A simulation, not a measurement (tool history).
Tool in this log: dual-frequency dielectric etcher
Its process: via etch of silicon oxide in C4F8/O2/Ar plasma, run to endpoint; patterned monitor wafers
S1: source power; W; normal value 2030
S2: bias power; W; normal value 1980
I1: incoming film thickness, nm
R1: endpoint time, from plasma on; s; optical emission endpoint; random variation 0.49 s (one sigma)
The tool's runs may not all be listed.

run   hour    S1    S2     I1     R1
  1      0  2030  1980    853  169.1
      40.9  -- wet clean of the chamber
  2   88.2  2030  1980  836.2  161.6
  3    154  2030  1980  849.4  165.4
  4  198.9  2030  1980  853.2  166.3
  5  295.6  2030  1980  844.2  164.8
  6  356.3  2030  1980  846.1  164.7
     363.9  -- source power generator calibrated
     382.7  -- upper electrode replaced
  7  460.4  2030  1783  846.7  174.4
  8  522.4  1550  2211  842.9  179.5
  9  562.1  2030  1980    852  167.6

Predict the results of run 10:
     575.3  -- bias power generator calibrated
 10  719.9  1620  1980  851.4   ?

{"run 10": {"R1": 187.7}}
On a tool with no hidden condition, and with the same random variation, this run would have come out at R1 183.9 s.
